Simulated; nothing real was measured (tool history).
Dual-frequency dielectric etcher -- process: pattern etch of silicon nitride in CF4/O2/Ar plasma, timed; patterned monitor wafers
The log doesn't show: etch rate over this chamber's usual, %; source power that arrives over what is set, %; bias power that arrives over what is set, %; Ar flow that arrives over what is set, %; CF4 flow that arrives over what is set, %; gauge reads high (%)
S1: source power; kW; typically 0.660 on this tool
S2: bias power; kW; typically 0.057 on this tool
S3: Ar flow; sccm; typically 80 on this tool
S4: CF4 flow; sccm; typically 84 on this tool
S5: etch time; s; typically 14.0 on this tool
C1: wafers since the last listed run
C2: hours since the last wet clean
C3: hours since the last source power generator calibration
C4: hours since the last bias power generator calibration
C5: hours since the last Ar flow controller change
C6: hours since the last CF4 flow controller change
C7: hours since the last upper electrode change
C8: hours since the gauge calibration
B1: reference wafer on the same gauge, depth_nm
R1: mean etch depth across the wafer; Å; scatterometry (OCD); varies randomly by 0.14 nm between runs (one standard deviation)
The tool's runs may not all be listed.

run,hour,S1,S2,S3,S4,S5,C1,C2,C3,C4,C5,C6,C7,C8,B1,R1
1,0.0,0.660,0.057,80,84,14.0,0,171.2,1384.8,1152.6,4911.3,4205.4,2729.2,592.3,40.27,336.8
2,66.3,0.660,0.057,80,84,14.0,1662,237.5,1451.1,1218.9,4977.6,4271.7,2795.5,658.6,40.31,338.1
3,135.8,0.660,0.057,80,84,16.0,1743,307.0,1520.6,1288.4,5047.1,4341.2,2865.0,728.1,40.28,382.3
4,181.0,0.660,0.057,80,84,16.0,1133,352.2,1565.8,1333.6,5092.3,4386.4,2910.2,773.3,40.34,383.4
# hour 231.0: wet clean of the chamber
5,249.1,0.660,0.057,80,84,16.0,1105,18.1,1633.9,1401.7,5160.4,4454.5,2978.3,841.4,40.33,381.3
6,317.2,0.770,0.057,80,84,14.0,1707,86.2,1702.0,1469.8,5228.5,4522.6,3046.4,909.5,40.28,379.8
7,421.2,0.770,0.057,80,84,14.0,2608,190.2,1806.0,1573.8,5332.5,4626.6,3150.4,1013.5,40.28,377.0
# hour 505.1: upper electrode replaced
8,505.6,0.770,0.057,80,84,14.0,1514,274.6,1890.4,1658.2,5416.9,4711.0,0.5,1097.9,40.35,373.7
# hour 546.6: Ar flow controller replaced
9,556.8,0.660,0.057,80,84,13.0,1133,325.8,1941.6,1709.4,10.2,4762.2,51.7,1149.1,40.33,304.5
10,597.3,0.520,0.057,80,70,14.0,1015,366.3,1982.1,1749.9,50.7,4802.7,92.2,1189.6,40.32,263.8
# hour 654.3: bias power generator calibrated
# hour 683.2: source power generator calibrated
11,687.1,0.660,0.062,80,70,14.0,2051,456.1,3.9,32.8,140.5,4892.5,182.0,1279.4,40.32,345.5
# hour 732.4: gauge calibrated
# hour 752.4: wet clean of the chamber
12,752.9,0.660,0.057,80,84,14.0,1048,0.5,69.7,98.6,206.3,4958.3,247.8,20.5,40.25,343.5
13,799.4,0.660,0.057,66,84,14.0,1166,47.0,116.2,145.1,252.8,5004.8,294.3,67.0,40.35,354.9
14,872.6,0.620,0.057,80,84,14.0,1835,120.2,189.4,218.3,326.0,5078.0,367.5,140.2,40.29,324.3
# hour 945.7: CF4 flow controller replaced
15,976.8,0.660,0.057,80,84,14.0,2462,224.4,293.6,322.5,430.2,31.1,471.7,244.4,40.24,342.6
16,1043.0,0.660,0.062,80,84,14.0,1660,290.6,359.8,388.7,496.4,97.3,537.9,310.6,40.24,353.4
17,1134.7,0.660,0.057,80,84,10.0,2299,382.3,451.5,480.4,588.1,189.0,629.6,402.3,40.32,241.3
# hour 1191.5: wet clean of the chamber
18,1211.1,0.660,0.064,70,71,15.5,1314,19.6,527.9,556.8,664.5,265.4,706.0,478.7,40.32,402.7

Measured less the same run without the tool's hidden state. The same run-to-run variation is in both; the gauge's scatter may not be:
run,R1
1,-6.7
2,-8.2
3,-11.2
4,-12.4
5,-7.9
6,-9.7
7,-12.4
8,-14.7
9,-13.2
10,-12.2
11,-6.8
12,+1.2
13,+0.4
14,-0.7
15,-2.5
16,-3.7
17,-3.7
18,-0.6

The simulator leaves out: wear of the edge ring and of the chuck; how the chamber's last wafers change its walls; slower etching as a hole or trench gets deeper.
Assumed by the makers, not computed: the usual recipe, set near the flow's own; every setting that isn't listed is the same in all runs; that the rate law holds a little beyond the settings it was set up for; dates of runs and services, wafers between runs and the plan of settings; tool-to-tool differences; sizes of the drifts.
